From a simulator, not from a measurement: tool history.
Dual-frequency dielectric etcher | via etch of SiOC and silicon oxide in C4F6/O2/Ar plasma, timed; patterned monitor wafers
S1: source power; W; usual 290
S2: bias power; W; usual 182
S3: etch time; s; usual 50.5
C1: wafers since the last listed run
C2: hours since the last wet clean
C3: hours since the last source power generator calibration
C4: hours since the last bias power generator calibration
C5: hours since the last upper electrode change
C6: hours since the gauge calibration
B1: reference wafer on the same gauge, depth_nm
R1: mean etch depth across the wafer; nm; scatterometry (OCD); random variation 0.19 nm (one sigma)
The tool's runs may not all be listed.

{"run": 1, "hour": 0.0, "S1": 290, "S2": 182, "S3": 50.5, "C1": 0, "C2": 221.6, "C3": 1371.9, "C4": 4213.1, "C5": 5312.6, "C6": 52.9, "B1": 44.3, "R1": 53.7}
{"run": 2, "hour": 45.5, "S1": 290, "S2": 182, "S3": 50.5, "C1": 590, "C2": 267.1, "C3": 1417.4, "C4": 4258.6, "C5": 5358.1, "C6": 98.4, "B1": 44.3, "R1": 54.0}
{"run": 3, "hour": 101.8, "S1": 290, "S2": 207, "S3": 50.5, "C1": 730, "C2": 323.4, "C3": 1473.7, "C4": 4314.9, "C5": 5414.4, "C6": 154.7, "B1": 44.3, "R1": 56.0}
{"run": 4, "hour": 160.4, "S1": 290, "S2": 182, "S3": 50.5, "C1": 760, "C2": 382.0, "C3": 1532.3, "C4": 4373.5, "C5": 5473.0, "C6": 213.3, "B1": 44.3, "R1": 54.1}
{"run": 5, "hour": 199.1, "S1": 290, "S2": 182, "S3": 50.5, "C1": 502, "C2": 420.7, "C3": 1571.0, "C4": 4412.2, "C5": 5511.7, "C6": 252.0, "B1": 44.3, "R1": 54.5}
{"hour": 221.6, "done": "gauge calibrated"}
{"hour": 238.2, "done": "upper electrode replaced"}
{"run": 6, "hour": 242.0, "S1": 290, "S2": 182, "S3": 50.5, "C1": 245, "C2": 463.6, "C3": 1613.9, "C4": 4455.1, "C5": 3.8, "C6": 20.4, "B1": 44.3, "R1": 54.2}
{"run": 7, "hour": 290.9, "S1": 310, "S2": 182, "S3": 50.5, "C1": 634, "C2": 512.5, "C3": 1662.8, "C4": 4504.0, "C5": 52.7, "C6": 69.3, "B1": 44.3, "R1": 56.3}
{"hour": 316.8, "done": "source power generator calibrated"}
{"run": 8, "hour": 322.3, "S1": 340, "S2": 216, "S3": 37.0, "C1": 355, "C2": 543.9, "C3": 5.5, "C4": 4535.4, "C5": 84.1, "C6": 100.7, "B1": 44.4, "R1": 44.8}
{"hour": 361.9, "done": "bias power generator calibrated"}
{"hour": 372.4, "done": "wet clean of the chamber"}
{"run": 9, "hour": 372.9, "S1": 330, "S2": 204, "S3": 63.5, "C1": 468, "C2": 0.5, "C3": 56.1, "C4": 11.0, "C5": 134.7, "C6": 151.3, "B1": 44.3, "R1": 73.7}
{"run": 10, "hour": 422.4, "S1": 250, "S2": 217, "S3": 50.5, "C1": 642, "C2": 50.0, "C3": 105.6, "C4": 60.5, "C5": 184.2, "C6": 200.8, "B1": 44.3, "R1": 52.5}
{"run": 11, "hour": 458.4, "S1": 290, "S2": 182, "S3": 50.5, "C1": 467, "C2": 86.0, "C3": 141.6, "C4": 96.5, "C5": 220.2, "C6": 236.8, "B1": 44.3, "R1": 53.9}
{"run": 12, "hour": 485.0, "S1": 290, "S2": 166, "S3": 41.0, "C1": 345, "C2": 112.6, "C3": 168.2, "C4": 123.1, "C5": 246.8, "C6": 263.4, "B1": 44.3, "R1": 43.0}
{"run": 13, "hour": 522.4, "S1": 220, "S2": 157, "S3": 45.0, "C1": 485, "C2": 150.0, "C3": 205.6, "C4": 160.5, "C5": 284.2, "C6": 300.8, "B1": 44.3, "R1": 40.7}
{"hour": 544.7, "done": "gauge calibrated"}
{"run": 14, "hour": 554.4, "S1": 350, "S2": 208, "S3": 59.5, "C1": 415, "C2": 182.0, "C3": 237.6, "C4": 192.5, "C5": 316.2, "C6": 9.7, "B1": 44.3, "R1": 71.9}

Hidden state or all else? Some run-to-run changes of R1, split into what the settings, what came in and random variation would give without the hidden state, and what is left for the hidden state (with any gauge scatter that isn't in both results):
The hidden state here: etch rate over this chamber's usual, %; source power that arrives over what is set, %; bias power that arrives over what is set, %; gauge reads high (%).
Run 8 -> 9: S1 340 -> 330, S2 216 -> 204, S3 37.0 -> 63.5, bias power generator calibrated, wet clean of the chamber. R1 +28.9 nm: hidden state -0.6, all else +29.5.
Run 13 -> 14: S1 220 -> 350, S2 157 -> 208, S3 45.0 -> 59.5, gauge calibrated. R1 +31.2 nm: hidden state +0.3, all else +30.9.
